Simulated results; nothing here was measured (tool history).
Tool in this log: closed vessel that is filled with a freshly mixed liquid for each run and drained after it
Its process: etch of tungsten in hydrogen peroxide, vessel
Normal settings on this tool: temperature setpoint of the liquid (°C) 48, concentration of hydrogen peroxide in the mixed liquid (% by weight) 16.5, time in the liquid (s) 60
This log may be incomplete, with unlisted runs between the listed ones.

run,hour,temperature setpoint of the liquid (°C),concentration of hydrogen peroxide in the mixed liquid (% by weight),time in the liquid (s),wafers since the last listed run,hours since the thermometer was replaced,hours since the peroxide flow meter was replaced,hours since the drum of peroxide was connected,hours since the gauge calibration,"read-back film thickness of the tungsten reference wafer, read on the same gauge (nm)",thickness taken off the tungsten on a monitor wafer (nm)
1,0,48,16.5,60,0,899.4,723.5,1157.6,188.9,149.99,53
2,15.1,48,16.5,60,2170,914.5,738.6,1172.7,204,150.07,53.41
3,24.1,48,16.5,60,1293,923.5,747.6,1181.7,213,150.02,53.29
4,59.8,48,16.5,60,5131,959.2,783.3,1217.4,248.7,150.02,53.59
5,69.5,48,16.5,60,1394,968.9,793,1227.1,258.4,149.99,54.1
6,76.5,48,16.5,60,1006,975.9,800,1234.1,265.4,150.02,53.05
7,86.6,54.5,16.5,60,1451,986,810.1,1244.2,275.5,149.95,78.84
8,104.3,54.5,16.5,60,2544,1003.7,827.8,1261.9,293.2,149.99,79.49
9,121.1,48,16.5,70,2414,1020.5,844.6,1278.7,310,150.01,62.37
10,138.1,48,16.5,60,2443,1037.5,861.6,1295.7,327,150.04,53.95
11,151.4,48,16.5,60,1911,1050.8,874.9,1309,340.3,150.07,53.95
# hour 153.5: gauge calibrated
# hour 154.9: thermometer replaced
12,164.8,48,16.5,60,1782,9.9,888.3,1322.4,11.3,150,50.75
13,177.9,48,16.5,60,1882,23,901.4,1335.5,24.4,149.99,50.71
14,184.1,48,16.5,60,891,29.2,907.6,1341.7,30.6,149.98,50.28
15,194.6,48,14.5,60,1509,39.7,918.1,1352.2,41.1,149.97,47.19
16,202.4,54.5,12,75,1121,47.5,925.9,1360,48.9,150.03,80.17

Expected results for the next run?
17,209.5,48,19,60,1020,54.6,933,1367.1,56,?,?

read-back film thickness of the tungsten reference wafer, read on the same gauge (nm): 149.99
thickness taken off the tungsten on a monitor wafer (nm): 53.91
If the tool had no hidden condition, the same run with the same run-to-run variation would have returned thickness taken off the tungsten on a monitor wafer (nm) 53.35.
